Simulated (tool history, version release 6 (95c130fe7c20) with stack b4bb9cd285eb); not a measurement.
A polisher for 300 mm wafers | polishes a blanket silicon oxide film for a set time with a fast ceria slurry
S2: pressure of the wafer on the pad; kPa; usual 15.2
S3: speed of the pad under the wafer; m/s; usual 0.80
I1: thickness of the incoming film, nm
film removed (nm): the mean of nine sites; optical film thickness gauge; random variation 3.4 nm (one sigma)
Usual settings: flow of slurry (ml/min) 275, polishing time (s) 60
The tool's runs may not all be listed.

run 1 hour=0.0 | flow_of_slurry_(ml/min)=275 S2=15.2 S3=0.80 polishing_time_(s)=60 | I1=2292.4 | film_removed_(nm)=552.4
run 2 hour=21.7 | flow_of_slurry_(ml/min)=275 S2=15.2 S3=0.80 polishing_time_(s)=60 | I1=2347.1 | film_removed_(nm)=543.9
run 3 hour=46.2 | flow_of_slurry_(ml/min)=275 S2=15.2 S3=0.80 polishing_time_(s)=60 | I1=2301.1 | film_removed_(nm)=536.0
run 4 hour=73.3 | flow_of_slurry_(ml/min)=275 S2=15.2 S3=0.80 polishing_time_(s)=60 | I1=2337.3 | film_removed_(nm)=535.5
run 5 hour=99.5 | flow_of_slurry_(ml/min)=275 S2=15.2 S3=0.80 polishing_time_(s)=60 | I1=2287.7 | film_removed_(nm)=555.2
run 6 hour=117.4 | flow_of_slurry_(ml/min)=275 S2=15.2 S3=0.80 polishing_time_(s)=60 | I1=2316.5 | film_removed_(nm)=556.6
run 7 hour=136.2 | flow_of_slurry_(ml/min)=275 S2=12.4 S3=0.80 polishing_time_(s)=60 | I1=2371.3 | film_removed_(nm)=443.2
run 8 hour=150.1 | flow_of_slurry_(ml/min)=215 S2=15.2 S3=0.80 polishing_time_(s)=60 | I1=2298.6 | film_removed_(nm)=525.5
run 9 hour=183.7 | flow_of_slurry_(ml/min)=215 S2=15.2 S3=0.80 polishing_time_(s)=60 | I1=2281.0 | film_removed_(nm)=520.1
run 10 hour=199.7 | flow_of_slurry_(ml/min)=275 S2=17.9 S3=0.80 polishing_time_(s)=60 | I1=2324.8 | film_removed_(nm)=633.0
run 11 hour=231.5 | flow_of_slurry_(ml/min)=275 S2=15.2 S3=0.90 polishing_time_(s)=41 | I1=2298.5 | film_removed_(nm)=414.6
run 12 hour=256.9 | flow_of_slurry_(ml/min)=235 S2=17.9 S3=0.80 polishing_time_(s)=49 | I1=2321.2 | film_removed_(nm)=516.2
run 13 hour=270.5 | flow_of_slurry_(ml/min)=275 S2=15.2 S3=0.80 polishing_time_(s)=60 | I1=2311.5 | film_removed_(nm)=538.5
run 14 hour=290.8 | flow_of_slurry_(ml/min)=220 S2=15.2 S3=0.58 polishing_time_(s)=60 | I1=2278.2 | film_removed_(nm)=387.3
run 15 hour=317.1 | flow_of_slurry_(ml/min)=275 S2=12.4 S3=0.80 polishing_time_(s)=60 | I1=2340.2 | film_removed_(nm)=434.0
run 16 hour=340.3 | flow_of_slurry_(ml/min)=220 S2=15.2 S3=0.58 polishing_time_(s)=60 | I1=2331.1 | film_removed_(nm)=397.4
run 17 hour=363.6 | flow_of_slurry_(ml/min)=235 S2=15.2 S3=0.68 polishing_time_(s)=60 | I1=2290.8 | film_removed_(nm)=460.9
run 18 hour=387.1 | flow_of_slurry_(ml/min)=275 S2=15.2 S3=0.96 polishing_time_(s)=60 | I1=2349.5 | film_removed_(nm)=636.1
run 19 hour=402.4 | flow_of_slurry_(ml/min)=245 S2=15.2 S3=0.80 polishing_time_(s)=76 | I1=2320.8 | film_removed_(nm)=674.2
run 20 hour=421.6 | flow_of_slurry_(ml/min)=275 S2=15.2 S3=0.72 polishing_time_(s)=60 | I1=2337.7 | film_removed_(nm)=482.7

Taken out of this log: 5 entries between the listed runs. Where each belongs, and how the hidden state differs across it:
Between runs 4 and 5: worn pad replaced by a new one (hour 99.2)
  removal rate lost through wear of the pad, %: 3.55 -> 0.317
  measured less the result without the state, film removed (nm): -19.7 -> -1.7
Between runs 8 and 9: head pressure recalibrated (hour 183.2)
  removal rate lost through wear of the pad, %: 2.46 -> 3.88
  measured less the result without the state, film removed (nm): -13.2 -> -20.9
Between runs 10 and 11: worn pad replaced by a new one (hour 214.8)
  removal rate lost through wear of the pad, %: 4.55 -> 0.963
  measured less the result without the state, film removed (nm): -30.2 -> -4.0
Between runs 11 and 12: slurry nozzle cleaned (hour 256.2)
  removal rate lost through wear of the pad, %: 0.963 -> 2.04
  measured less the result without the state, film removed (nm): -4.0 -> -10.8
Between runs 15 and 16: worn pad replaced by a new one (hour 329.7)
  removal rate lost through wear of the pad, %: 4.58 -> 1.16
  measured less the result without the state, film removed (nm): -20.8 -> -4.6
